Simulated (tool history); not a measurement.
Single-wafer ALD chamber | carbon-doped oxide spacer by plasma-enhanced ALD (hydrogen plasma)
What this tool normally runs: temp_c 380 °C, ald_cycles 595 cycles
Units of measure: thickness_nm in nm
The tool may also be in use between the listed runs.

run   hour  temp_c  ald_cycles  read-back reference wafer on the same gauge, thickness_nm  thickness_nm
  1    0.0     380         647                                                     25.454        33.660
  2   14.5     380         647                                                     25.471        33.816
  3   23.2     380         647                                                     25.463        33.723
  4   35.2     380         595                                                     25.463        31.020
  5   52.6     380         595                                                     25.453        30.831
  6   64.5     380         595                                                     25.479        31.011
  7   71.1     380         595                                                     25.466        31.124
  8   82.6     380         510                                                     25.450        26.612
  9   93.6     380         510                                                     25.460        26.554
 10   99.8     380         510                                                     25.465        26.671
     116.2  -- gauge calibrated
 11  117.6     380         595                                                     25.072        30.496
     136.1  -- thermocouple changed; heater temperature recalibrated
 12  136.6     380         595                                                     25.132        30.408
 13  143.1     380         595                                                     25.142        30.508
 14  156.6     369         595                                                     25.167        30.690
 15  177.4     380         595                                                     25.199        30.749
 16  185.6     374         501                                                     25.235        25.885
 17  191.8     380         540                                                     25.243        27.930
 18  198.7     388         595                                                     25.229        30.920
 19  207.7     380         595                                                     25.277        30.797
 20  213.8     389         512                                                     25.284        26.561
 21  230.3     380         595                                                     25.310        30.742
 22  243.3     374         501                                                     25.305        26.005
 23  260.5     373         696                                                     25.321        36.146
 24  313.2     380         631                                                     25.365        32.898
 25  325.6     393         697                                                     25.371        36.135
 26  338.4     380         631                                                     25.393        32.726

Below, some changes in thickness_nm between adjacent runs. For each, the amount present without the hidden state too (settings, incoming material, random variation) and the amount remaining for the hidden state with gauge scatter not shared by both compared results:
What the log doesn't record here: wafer temperature above the value expected at the setpoint (K); gauge reads high (%).
Run 10 -> 11: ald_cycles 510 -> 595, gauge calibrated. thickness_nm +3.825 nm: hidden state -0.439, all else +4.264.
Run 15 -> 16: temp_c 380 -> 374, ald_cycles 595 -> 501. thickness_nm -4.864 nm: hidden state -0.007, all else -4.857.
Run 22 -> 23: temp_c 374 -> 373, ald_cycles 501 -> 696. thickness_nm +10.141 nm: hidden state +0.109, all else +10.032.
